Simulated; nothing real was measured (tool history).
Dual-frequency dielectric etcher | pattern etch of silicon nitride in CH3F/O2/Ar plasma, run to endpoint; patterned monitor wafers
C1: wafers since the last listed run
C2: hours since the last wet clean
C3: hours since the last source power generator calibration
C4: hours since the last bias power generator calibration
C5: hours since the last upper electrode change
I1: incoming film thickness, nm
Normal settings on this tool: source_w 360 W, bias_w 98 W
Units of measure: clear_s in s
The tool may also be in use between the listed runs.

run 1 hour=0 | source_w=320 bias_w=98 | C1=0 C2=431.5 C3=3059.8 C4=2049.1 C5=2535.8 | I1=50.5 | clear_s=72.2
run 2 hour=32.7 | source_w=320 bias_w=98 | C1=267 C2=464.2 C3=3092.5 C4=2081.8 C5=2568.5 | I1=50.5 | clear_s=72.4
-- hour=77.9 wet clean of the chamber
run 3 hour=78.4 | source_w=320 bias_w=98 | C1=177 C2=0.5 C3=3138.2 C4=2127.5 C5=2614.2 | I1=50.6 | clear_s=68.7
run 4 hour=89.4 | source_w=360 bias_w=98 | C1=90 C2=11.5 C3=3149.2 C4=2138.5 C5=2625.2 | I1=50.3 | clear_s=66.2
run 5 hour=115.3 | source_w=360 bias_w=98 | C1=212 C2=37.4 C3=3175.1 C4=2164.4 C5=2651.1 | I1=50 | clear_s=67.2
run 6 hour=129.2 | source_w=360 bias_w=98 | C1=113 C2=51.3 C3=3189 C4=2178.3 C5=2665 | I1=50.3 | clear_s=66
run 7 hour=151.7 | source_w=410 bias_w=81 | C1=184 C2=73.8 C3=3211.5 C4=2200.8 C5=2687.5 | I1=50.3 | clear_s=69.3
run 8 hour=168.7 | source_w=410 bias_w=81 | C1=139 C2=90.8 C3=3228.5 C4=2217.8 C5=2704.5 | I1=50.7 | clear_s=70.1
run 9 hour=191.4 | source_w=360 bias_w=98 | C1=185 C2=113.5 C3=3251.2 C4=2240.5 C5=2727.2 | I1=50.5 | clear_s=67.1
run 10 hour=219.1 | source_w=360 bias_w=98 | C1=226 C2=141.2 C3=3278.9 C4=2268.2 C5=2754.9 | I1=50.2 | clear_s=67.4
run 11 hour=249.2 | source_w=360 bias_w=92 | C1=246 C2=171.3 C3=3309 C4=2298.3 C5=2785 | I1=50.4 | clear_s=69.9
run 12 hour=265.6 | source_w=360 bias_w=92 | C1=134 C2=187.7 C3=3325.4 C4=2314.7 C5=2801.4 | I1=50.5 | clear_s=69.9
run 13 hour=301.1 | source_w=360 bias_w=98 | C1=290 C2=223.2 C3=3360.9 C4=2350.2 C5=2836.9 | I1=50.3 | clear_s=68.2
-- hour=358.3 upper electrode replaced
-- hour=384.4 source power generator calibrated
run 14 hour=408.6 | source_w=360 bias_w=115 | C1=651 C2=330.7 C3=24.2 C4=2457.7 C5=50.3 | I1=50.4 | clear_s=64.9
run 15 hour=439.2 | source_w=310 bias_w=98 | C1=250 C2=361.3 C3=54.8 C4=2488.3 C5=80.9 | I1=50.3 | clear_s=73.2
run 16 hour=459.3 | source_w=360 bias_w=98 | C1=164 C2=381.4 C3=74.9 C4=2508.4 C5=101 | I1=50 | clear_s=69.4
run 17 hour=480.6 | source_w=360 bias_w=98 | C1=174 C2=402.7 C3=96.2 C4=2529.7 C5=122.3 | I1=50.4 | clear_s=70.1
run 18 hour=496.2 | source_w=360 bias_w=98 | C1=127 C2=418.3 C3=111.8 C4=2545.3 C5=137.9 | I1=50.7 | clear_s=70.4
run 19 hour=509.6 | source_w=360 bias_w=74 | C1=109 C2=431.7 C3=125.2 C4=2558.7 C5=151.3 | I1=50.2 | clear_s=78.4
-- hour=548.3 wet clean of the chamber
run 20 hour=548.8 | source_w=310 bias_w=75 | C1=124 C2=0.5 C3=164.4 C4=2597.9 C5=190.5 | I1=49.8 | clear_s=78.3
run 21 hour=562.6 | source_w=360 bias_w=98 | C1=113 C2=14.3 C3=178.2 C4=2611.7 C5=204.3 | I1=50.6 | clear_s=66.2
-- hour=578.1 bias power generator calibrated
run 22 hour=587.6 | source_w=450 bias_w=82 | C1=172 C2=39.3 C3=203.2 C4=9.5 C5=229.3 | I1=50.1 | clear_s=67
run 23 hour=617.7 | source_w=400 bias_w=120 | C1=246 C2=69.4 C3=233.3 C4=39.6 C5=259.4 | I1=50.3 | clear_s=59.2
run 24 hour=643.4 | source_w=360 bias_w=113 | C1=210 C2=95.1 C3=259 C4=65.3 C5=285.1 | I1=50.3 | clear_s=62.6
run 25 hour=668.3 | source_w=360 bias_w=89 | C1=203 C2=120 C3=283.9 C4=90.2 C5=310 | I1=50.1 | clear_s=71
run 26 hour=687.3 | source_w=280 bias_w=81 | C1=155 C2=139 C3=302.9 C4=109.2 C5=329 | I1=50.3 | clear_s=80.7
run 27 hour=707.3 | source_w=290 bias_w=111 | C1=163 C2=159 C3=322.9 C4=129.2 C5=349 | I1=50.9 | clear_s=68.3
run 28 hour=725.6 | source_w=360 bias_w=117 | C1=149 C2=177.3 C3=341.2 C4=147.5 C5=367.3 | I1=50.2 | clear_s=63.2
run 29 hour=745.9 | source_w=360 bias_w=82 | C1=166 C2=197.6 C3=361.5 C4=167.8 C5=387.6 | I1=50.4 | clear_s=73.9
run 30 hour=765 | source_w=410 bias_w=88 | C1=156 C2=216.7 C3=380.6 C4=186.9 C5=406.7 | I1=50.5 | clear_s=68.5
run 31 hour=779.7 | source_w=290 bias_w=84 | C1=120 C2=231.4 C3=395.3 C4=201.6 C5=421.4 | I1=49.9 | clear_s=77.8
run 32 hour=806 | source_w=360 bias_w=105 | C1=215 C2=257.7 C3=421.6 C4=227.9 C5=447.7 | I1=50.3 | clear_s=65.7
run 33 hour=820.6 | source_w=450 bias_w=90 | C1=119 C2=272.3 C3=436.2 C4=242.5 C5=462.3 | I1=50.1 | clear_s=65.7
run 34 hour=854.7 | source_w=420 bias_w=118 | C1=279 C2=306.4 C3=470.3 C4=276.6 C5=496.4 | I1=49.9 | clear_s=59.3
run 35 hour=927.1 | source_w=320 bias_w=113 | C1=593 C2=378.8 C3=542.7 C4=349 C5=568.8 | I1=50.8 | clear_s=67.9

Take each entry between the runs: how does the hidden state at the last listed run before it differ from the hidden state at the first listed run after it?
Logged between run 2 and run 3: wet clean of the chamber (hour 77.9)
  etch rate over this chamber's usual, %: -5.85 -> -0.103
  measured result minus the result with no hidden state, clear_s: +4.2 -> +0.1 s
Logged between run 13 and run 14: upper electrode replaced (hour 358.3); source power generator calibrated (hour 384.4)
  etch rate over this chamber's usual, %: -2.75 -> -4.03
  measured result minus the result with no hidden state, clear_s: +1.9 -> +2.6 s
Logged between run 19 and run 20: wet clean of the chamber (hour 548.3)
  etch rate over this chamber's usual, %: -5.23 -> -0.464
  measured result minus the result with no hidden state, clear_s: +4.1 -> +0.3 s
Logged between run 21 and run 22: bias power generator calibrated (hour 578.1)
  etch rate over this chamber's usual, %: -0.628 -> -0.926
  measured result minus the result with no hidden state, clear_s: +0.5 -> +0.6 s
